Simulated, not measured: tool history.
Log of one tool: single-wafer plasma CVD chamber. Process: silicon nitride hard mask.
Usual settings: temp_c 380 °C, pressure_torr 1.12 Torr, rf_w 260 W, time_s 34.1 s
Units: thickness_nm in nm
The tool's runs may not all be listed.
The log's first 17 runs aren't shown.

run     day  temp_c  pressure_torr  rf_w  time_s  wafers since the last listed run  hours since the last thermocouple change  hours since the last RF generator calibration  hours since the last manometer calibration  hours since the showerhead was replaced  hours since the gauge calibration  read-back reference wafer on the same gauge, thickness_nm  thickness_nm
 18  32.967     380           1.19   220    34.1                               780                                      62.0                                          122.1                                       570.4                                    204.2                               64.3                                                     33.993        31.524
 19  35.825     380           1.12   260    28.6                              1332                                     130.6                                          190.7                                       639.0                                    272.8                              132.9                                                     34.036        29.305
 20  41.675     380           1.12   260    34.1                              2726                                     271.0                                          331.1                                       779.4                                    413.2                              273.3                                                     34.107        34.475
 21  44.667     380           1.12   300    28.1                              1394                                     342.8                                          402.9                                       851.2                                    485.0                              345.1                                                     34.106        31.908
 22  46.988     380           1.12   295    36.4                              1081                                     398.5                                          458.6                                       906.9                                    540.7                              400.8                                                     33.954        40.224
 23  48.250     375           1.12   260    34.1                               588                                     428.8                                          488.9                                       937.2                                    571.0                              431.1                                                     34.137        35.095
 24  51.050     388           1.12   260    34.1                              1304                                     496.0                                          556.1                                      1004.4                                    638.2                              498.3                                                     34.146        34.706
 25  53.792     380           1.12   260    34.1                              1277                                     561.8                                          621.9                                      1070.2                                    704.0                              564.1                                                     34.111        34.861
 26  55.725     380           1.12   235    27.4                               901                                     608.2                                          668.3                                      1116.6                                    750.4                              610.5                                                     34.034        26.055
 27  58.579     372           1.12   260    29.5                              1330                                     676.7                                          736.8                                      1185.1                                    818.9                              679.0                                                     34.159        30.387
 28  59.667     380           1.28   260    34.1                               506                                     702.8                                          762.9                                      1211.2                                    845.0                              705.1                                                     34.181        37.255

Run 29 comes next. What will it give?
 29  61.896     385           1.12   260    34.1                              1038                                     756.3                                          816.4                                      1264.7                                    898.5                              758.6                                                          ?             ?

Run 29 gave read-back reference wafer on the same gauge, thickness_nm 34.191, thickness_nm 34.759 nm.
Without the tool's hidden state the same run would have given thickness_nm 34.431 nm.
